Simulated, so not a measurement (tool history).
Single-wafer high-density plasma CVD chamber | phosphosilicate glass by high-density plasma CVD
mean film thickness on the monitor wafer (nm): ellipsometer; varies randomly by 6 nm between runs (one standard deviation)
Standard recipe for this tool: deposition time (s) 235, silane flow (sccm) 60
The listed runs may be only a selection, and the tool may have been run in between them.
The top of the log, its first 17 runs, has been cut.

| run | day | deposition time (s) | silane flow (sccm) | read-back reference wafer on the same gauge, thickness_nm | mean film thickness on the monitor wafer (nm) |
|---|---|---|---|---|---|
| 18 | 51.221 | 235 | 60 | 1478.974 | 1582.127 |
| 19 | 55.104 | 277 | 67 | 1480.952 | 2070.856 |
|  | 55.721 | silane flow controller replaced |
| 20 | 56.779 | 192 | 50 | 1478.925 | 1028.067 |
| 21 | 59.512 | 235 | 60 | 1481.144 | 1501.196 |
| 22 | 63.758 | 279 | 53 | 1478.865 | 1569.023 |
| 23 | 66.454 | 203 | 56 | 1479.016 | 1213.367 |
| 24 | 70.7 | 235 | 60 | 1479.242 | 1496.397 |
|  | 73.938 | gauge calibrated |
| 25 | 74.004 | 235 | 60 | 1478.331 | 1503.522 |
| 26 | 78.071 | 235 | 57 | 1479.544 | 1436.727 |
| 27 | 79.767 | 215 | 60 | 1478.543 | 1375.079 |
| 28 | 83.242 | 192 | 69 | 1480.751 | 1414.834 |
| 29 | 87.646 | 201 | 55 | 1479.855 | 1185.291 |
| 30 | 90.5 | 247 | 66 | 1479.337 | 1750.328 |
| 31 | 92.092 | 190 | 53 | 1481.608 | 1079.951 |
| 32 | 95.108 | 235 | 60 | 1479.648 | 1515.801 |
| 33 | 97.267 | 207 | 70 | 1479.499 | 1551.34 |
| 34 | 100.8 | 207 | 60 | 1480.292 | 1340.19 |

Consider 4 possible next runs. They are alternatives, not a sequence: every one starts from the tool as it was left by run 34. What does each give?
| A | 100.821 | 235 | 60 | ? | ? |
| B | 100.821 | 248 | 49 | ? | ? |
| C | 100.821 | 274 | 67 | ? | ? |
| D | 100.821 | 215 | 54 | ? | ? |

| run | read-back reference wafer on the same gauge, thickness_nm | mean film thickness on the monitor wafer (nm) |
|---|---|---|
| A | 1480.869 | 1525.474 |
| B | 1480.869 | 1318.853 |
| C | 1480.869 | 1983.239 |
| D | 1480.869 | 1258.036 |
Take away the tool's hidden state, keep each run's random variation, and the runs would have read:
| run | mean film thickness on the monitor wafer (nm) |
|---|---|
| A | 1494.476 |
| B | 1292.054 |
| C | 1942.94 |
| D | 1232.473 |
